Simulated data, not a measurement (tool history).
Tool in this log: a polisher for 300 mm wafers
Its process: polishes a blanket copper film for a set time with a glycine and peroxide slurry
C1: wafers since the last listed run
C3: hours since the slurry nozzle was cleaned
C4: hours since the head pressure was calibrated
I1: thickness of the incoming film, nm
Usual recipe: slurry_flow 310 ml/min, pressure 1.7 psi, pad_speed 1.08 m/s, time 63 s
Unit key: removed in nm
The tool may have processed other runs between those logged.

{"run": 1, "hour": 0.0, "slurry_flow": 310, "pressure": 1.7, "pad_speed": 1.08, "time": 63, "C1": 0, "wafers polished on this pad": 1476, "C3": 249, "C4": 457.4, "I1": 2017.3, "removed": 235.7}
{"run": 2, "hour": 50.3, "slurry_flow": 310, "pressure": 1.7, "pad_speed": 1.08, "time": 63, "C1": 776, "wafers polished on this pad": 2252, "C3": 299.3, "C4": 507.7, "I1": 2035.1, "removed": 238.9}
{"run": 3, "hour": 76.7, "slurry_flow": 280, "pressure": 1.7, "pad_speed": 1.08, "time": 76, "C1": 407, "wafers polished on this pad": 2659, "C3": 325.7, "C4": 534.1, "I1": 2063.3, "removed": 278.4}
{"run": 4, "hour": 123.8, "slurry_flow": 280, "pressure": 1.7, "pad_speed": 1.08, "time": 76, "C1": 726, "wafers polished on this pad": 3386, "C3": 372.8, "C4": 581.2, "I1": 2039.7, "removed": 279.7}
{"hour": 141.4, "done": "worn pad replaced by a new one"}
{"run": 5, "hour": 152.5, "slurry_flow": 280, "pressure": 1.7, "pad_speed": 1.08, "time": 76, "C1": 381, "wafers polished on this pad": 171, "C3": 401.5, "C4": 609.9, "I1": 2027.7, "removed": 282.7}
{"run": 6, "hour": 213.4, "slurry_flow": 310, "pressure": 1.7, "pad_speed": 1.08, "time": 47, "C1": 939, "wafers polished on this pad": 1111, "C3": 462.4, "C4": 670.8, "I1": 2039.9, "removed": 175}
{"run": 7, "hour": 252.1, "slurry_flow": 310, "pressure": 1.7, "pad_speed": 1.08, "time": 47, "C1": 597, "wafers polished on this pad": 1708, "C3": 501.1, "C4": 709.5, "I1": 2064.9, "removed": 175}
{"run": 8, "hour": 312.5, "slurry_flow": 310, "pressure": 2.1, "pad_speed": 1.08, "time": 63, "C1": 932, "wafers polished on this pad": 2640, "C3": 561.5, "C4": 769.9, "I1": 2034.6, "removed": 257.2}
{"run": 9, "hour": 373.7, "slurry_flow": 310, "pressure": 2.1, "pad_speed": 1.08, "time": 63, "C1": 944, "wafers polished on this pad": 3585, "C3": 622.7, "C4": 831.1, "I1": 2055.2, "removed": 264.6}
{"run": 10, "hour": 413.0, "slurry_flow": 310, "pressure": 1.7, "pad_speed": 1.08, "time": 63, "C1": 606, "wafers polished on this pad": 4191, "C3": 662, "C4": 870.4, "I1": 2086.5, "removed": 233.6}
{"hour": 434.5, "done": "worn pad replaced by a new one"}
{"run": 11, "hour": 460.2, "slurry_flow": 310, "pressure": 1.7, "pad_speed": 1.08, "time": 63, "C1": 666, "wafers polished on this pad": 396, "C3": 709.2, "C4": 917.6, "I1": 2027.9, "removed": 235.9}
{"run": 12, "hour": 531.9, "slurry_flow": 310, "pressure": 1.7, "pad_speed": 1.08, "time": 63, "C1": 1106, "wafers polished on this pad": 1502, "C3": 780.9, "C4": 989.3, "I1": 2015.3, "removed": 235.3}
{"run": 13, "hour": 570.1, "slurry_flow": 310, "pressure": 1.7, "pad_speed": 1.08, "time": 63, "C1": 589, "wafers polished on this pad": 2092, "C3": 819.1, "C4": 1027.5, "I1": 2010.8, "removed": 235.6}
{"run": 14, "hour": 623.2, "slurry_flow": 420, "pressure": 1.7, "pad_speed": 1.08, "time": 78, "C1": 819, "wafers polished on this pad": 2911, "C3": 872.2, "C4": 1080.6, "I1": 2030.9, "removed": 291.8}
{"hour": 627.1, "done": "slurry nozzle cleaned"}
{"run": 15, "hour": 651.6, "slurry_flow": 310, "pressure": 1.3, "pad_speed": 1.08, "time": 48, "C1": 422, "wafers polished on this pad": 3334, "C3": 24.5, "C4": 1109, "I1": 2080.8, "removed": 158.2}
{"run": 16, "hour": 677.8, "slurry_flow": 310, "pressure": 1.7, "pad_speed": 1.08, "time": 63, "C1": 404, "wafers polished on this pad": 3738, "C3": 50.7, "C4": 1135.2, "I1": 2011.7, "removed": 232.3}
{"hour": 713.9, "done": "worn pad replaced by a new one"}
{"run": 17, "hour": 743.3, "slurry_flow": 310, "pressure": 1.3, "pad_speed": 1.08, "time": 48, "C1": 949, "wafers polished on this pad": 453, "C3": 116.2, "C4": 1200.7, "I1": 2052, "removed": 157.4}
{"run": 18, "hour": 786.1, "slurry_flow": 310, "pressure": 1.7, "pad_speed": 0.88, "time": 63, "C1": 660, "wafers polished on this pad": 1114, "C3": 159, "C4": 1243.5, "I1": 2037.9, "removed": 202.4}
{"run": 19, "hour": 846.8, "slurry_flow": 375, "pressure": 1.5, "pad_speed": 1.08, "time": 47, "C1": 936, "wafers polished on this pad": 2050, "C3": 219.7, "C4": 1304.2, "I1": 2003.8, "removed": 166.5}
{"hour": 884.1, "done": "head pressure recalibrated"}
{"run": 20, "hour": 886.4, "slurry_flow": 345, "pressure": 1.7, "pad_speed": 1.08, "time": 63, "C1": 580, "wafers polished on this pad": 2630, "C3": 259.3, "C4": 2.3, "I1": 2025.2, "removed": 235.4}
{"run": 21, "hour": 951.0, "slurry_flow": 310, "pressure": 1.7, "pad_speed": 1.08, "time": 63, "C1": 996, "wafers polished on this pad": 3627, "C3": 323.9, "C4": 66.9, "I1": 2012.6, "removed": 232.8}
{"hour": 964.8, "done": "worn pad replaced by a new one"}
{"run": 22, "hour": 1022.1, "slurry_flow": 205, "pressure": 1.9, "pad_speed": 1.08, "time": 69, "C1": 1035, "wafers polished on this pad": 883, "C3": 395, "C4": 138, "I1": 2059.6, "removed": 261.5}
{"run": 23, "hour": 1057.4, "slurry_flow": 345, "pressure": 2, "pad_speed": 0.84, "time": 44, "C1": 544, "wafers polished on this pad": 1428, "C3": 430.3, "C4": 173.3, "I1": 2057.9, "removed": 147.2}
{"run": 24, "hour": 1096.7, "slurry_flow": 310, "pressure": 1.4, "pad_speed": 1.08, "time": 74, "C1": 606, "wafers polished on this pad": 2035, "C3": 469.6, "C4": 212.6, "I1": 2079, "removed": 251.4}
{"hour": 1187.7, "done": "worn pad replaced by a new one"}
{"run": 25, "hour": 1225.1, "slurry_flow": 310, "pressure": 1.7, "pad_speed": 1.08, "time": 63, "C1": 1919, "wafers polished on this pad": 576, "C3": 598, "C4": 341, "I1": 2035.4, "removed": 237.1}
{"run": 26, "hour": 1266.6, "slurry_flow": 310, "pressure": 1.7, "pad_speed": 0.94, "time": 56, "C1": 640, "wafers polished on this pad": 1217, "C3": 639.5, "C4": 382.5, "I1": 2046.4, "removed": 188.7}
{"run": 27, "hour": 1299.0, "slurry_flow": 310, "pressure": 1.7, "pad_speed": 1.08, "time": 63, "C1": 499, "wafers polished on this pad": 1717, "C3": 671.9, "C4": 414.9, "I1": 2054.6, "removed": 234.8}

3 ways to go on from here, each from the tool as it stands after run 27. What would each give?
{"run": "A", "hour": 1299.4, "slurry_flow": 310, "pressure": 1.7, "pad_speed": 1.08, "time": 71, "C1": 6, "wafers polished on this pad": 1723, "C3": 672.3, "C4": 415.3, "I1": 2043.2, "removed": "?"}
{"run": "B", "hour": 1299.4, "slurry_flow": 310, "pressure": 2, "pad_speed": 1.08, "time": 55, "C1": 6, "wafers polished on this pad": 1723, "C3": 672.3, "C4": 415.3, "I1": 2043.2, "removed": "?"}
{"run": "C", "hour": 1299.4, "slurry_flow": 310, "pressure": 1.5, "pad_speed": 1.38, "time": 63, "C1": 6, "wafers polished on this pad": 1723, "C3": 672.3, "C4": 415.3, "I1": 2043.2, "removed": "?"}

run=A removed=267
run=B removed=225
run=C removed=268.9
The same runs, with their run-to-run variation unchanged, on a tool lacking any hidden condition would have given:
run=A removed=267
run=B removed=225
run=C removed=268.9

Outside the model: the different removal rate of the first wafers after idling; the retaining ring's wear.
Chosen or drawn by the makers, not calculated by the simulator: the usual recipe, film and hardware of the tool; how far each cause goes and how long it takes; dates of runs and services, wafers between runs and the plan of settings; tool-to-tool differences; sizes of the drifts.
